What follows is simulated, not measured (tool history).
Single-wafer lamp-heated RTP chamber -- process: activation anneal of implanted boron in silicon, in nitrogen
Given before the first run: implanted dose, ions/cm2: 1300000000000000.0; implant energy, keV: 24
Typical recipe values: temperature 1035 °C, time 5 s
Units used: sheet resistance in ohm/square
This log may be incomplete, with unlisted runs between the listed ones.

run,hour,temperature,time,"read-back reference wafer on the same gauge, sheet resistance",sheet resistance
1,0.0,1053,5,104.91,97.80
# hour 139.5: reflector plate cleaned
# hour 268.0: pyrometer window cleaned and pyrometer calibrated
2,283.5,1035,5,104.91,98.98
3,388.0,1035,5,104.89,99.26
4,430.9,1035,5,104.93,98.67
5,515.9,1035,5,104.87,98.97
# hour 562.4: gauge calibrated
6,604.9,1035,5,104.88,99.10
7,710.8,1035,5,104.90,98.46
8,806.8,1045,5,104.89,97.58
9,878.4,1035,7,104.93,97.90
10,938.1,1035,7,104.92,97.78
# hour 984.8: pyrometer window cleaned and pyrometer calibrated
11,1028.9,1035,5,104.92,98.94
12,1069.9,1035,5,104.92,98.96
13,1172.0,1035,3,104.88,98.87
# hour 1241.8: reflector plate cleaned
14,1346.2,1015,3,104.89,102.84
15,1391.9,1015,3,104.90,102.66
16,1481.0,1015,3,104.84,101.81
17,1610.9,1035,5,104.90,98.16
# hour 1672.0: pyrometer window cleaned and pyrometer calibrated
18,1694.6,1035,6,104.87,98.85
19,1767.7,1005,4,104.91,104.64
20,1811.6,1053,5,104.93,98.16
21,1911.3,1062,4,104.91,97.72
22,2007.6,1027,5,104.85,99.35
23,2062.5,1006,5,104.88,102.67
24,2141.2,1035,5,104.88,98.32
25,2191.0,1035,5,104.92,98.10
# hour 2259.5: reflector plate cleaned
26,2290.9,1035,5,104.91,98.21
27,2370.5,1035,5,104.91,97.91
# hour 2408.8: pyrometer window cleaned and pyrometer calibrated
# hour 2414.9: gauge calibrated
28,2448.4,1051,5,104.89,97.96
29,2552.2,1035,5,104.84,98.97
30,2741.3,1059,3,104.94,97.54
31,2842.1,1048,6,104.89,97.60
32,2921.0,1065,5,104.88,97.43
33,2985.8,1035,5,104.92,98.10
34,3030.7,1016,7,104.88,99.33
# hour 3064.6: pyrometer window cleaned and pyrometer calibrated
35,3069.1,1049,4,104.89,98.15
# hour 3194.0: reflector plate cleaned
36,3255.9,1026,8,104.88,99.62

Forecast each of these 4 alternatives for the next run:
A,3256.3,1015,5,?,?
B,3256.3,1061,3,?,?
C,3256.3,1049,3,?,?
D,3256.3,1025,5,?,?

run,"read-back reference wafer on the same gauge, sheet resistance",sheet resistance
A,104.91,102.20
B,104.91,97.69
C,104.91,98.24
D,104.91,100.32
Had the tool no hidden state, the same runs would have come out as:
run,sheet resistance
A,102.99
B,97.80
C,98.47
D,100.89

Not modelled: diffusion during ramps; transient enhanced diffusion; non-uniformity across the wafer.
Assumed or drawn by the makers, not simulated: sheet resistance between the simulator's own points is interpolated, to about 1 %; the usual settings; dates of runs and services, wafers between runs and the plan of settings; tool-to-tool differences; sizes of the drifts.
